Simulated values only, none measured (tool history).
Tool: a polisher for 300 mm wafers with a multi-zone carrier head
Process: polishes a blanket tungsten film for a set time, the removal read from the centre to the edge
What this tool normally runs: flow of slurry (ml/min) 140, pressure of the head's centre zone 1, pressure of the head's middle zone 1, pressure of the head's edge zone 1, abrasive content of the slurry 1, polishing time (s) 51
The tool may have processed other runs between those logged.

run,hour,flow of slurry (ml/min),pressure of the head's centre zone,pressure of the head's middle zone,pressure of the head's edge zone,abrasive content of the slurry,polishing time (s),"incoming thickness of the incoming film, nm",film removed at the wafer's centre (Å),film removed at mid-radius (Å),film removed at the wafer's edge (Å)
1,0,185,0.94,1,1,1.25,51,704.8,2357,2536,2388
2,13.3,120,1,1,1,1,51,695,2168,2211,2121
3,29.2,140,1,0.94,1,1,51,706.8,2255,2103,2199
# hour 38.4: edge zone pressure recalibrated
4,44.6,140,1,1,1,1,44,690,1934,1933,1885
# hour 51.8: worn pad replaced by a new one
5,60.2,140,1,0.94,1,1,51,695.8,2329,2245,2285
6,68.3,140,1,1,1,1,51,711.3,2345,2327,2296
7,81.2,140,1,1,1,1,51,708.1,2312,2244,2266
8,96,140,1,1,1,1,51,705,2327,2260,2305
9,111.7,140,1,1,1,1,65,693.7,2926,2887,2878
10,119.5,125,1,0.92,1.06,1.1,51,698.9,2272,2115,2324
# hour 125.7: carrier head's membrane replaced by a new one
11,134.6,90,1,0.94,1,1,51,691.5,1983,1935,2024
12,140.8,140,1,1.09,1,1,51,700,2286,2412,2225
13,153.7,140,1,1,1,1,38,706.2,1691,1678,1677
14,169,140,1,1,1,1,51,697.2,2271,2226,2216
15,178,140,1.08,0.91,1,1.15,51,690.3,2522,2187,2259
# hour 193.7: worn pad replaced by a new one
16,194.2,185,1,1,1,0.8,51,710.7,2356,2304,2276
# hour 203.9: slurry nozzle cleaned
17,207.4,140,1,1.06,1,1,51,700.5,2301,2333,2276
18,216.5,140,1.11,1,1,1,51,695.3,2598,2248,2266
19,225.5,140,1,1,1,1,51,690.8,2321,2239,2278
20,232.6,140,1,1,1,1,51,695.9,2349,2280,2253
21,245.4,95,1.06,1,0.96,0.75,51,706.4,2040,1910,1958
22,259.7,140,1,1,1,1,51,707.4,2275,2316,2260

Give the tool's hidden conditions for every run:
slurry flow missing at the pad, %: 0 across all the runs
deviation of the centre zone's pressure from its setpoint, %: 0 across all the runs
deviation of the edge zone's pressure from its setpoint, %: 0 across all the runs
H1: removal rate lost through wear of the pad, %
run,H1
1,2.81
2,3.17
3,3.59
4,4.01
5,0.368
6,0.586
7,0.934
8,1.33
9,1.76
10,1.97
11,2.37
12,2.54
13,2.89
14,3.3
15,3.54
16,0.407
17,0.762
18,1.01
19,1.25
20,1.44
21,1.79
22,2.17

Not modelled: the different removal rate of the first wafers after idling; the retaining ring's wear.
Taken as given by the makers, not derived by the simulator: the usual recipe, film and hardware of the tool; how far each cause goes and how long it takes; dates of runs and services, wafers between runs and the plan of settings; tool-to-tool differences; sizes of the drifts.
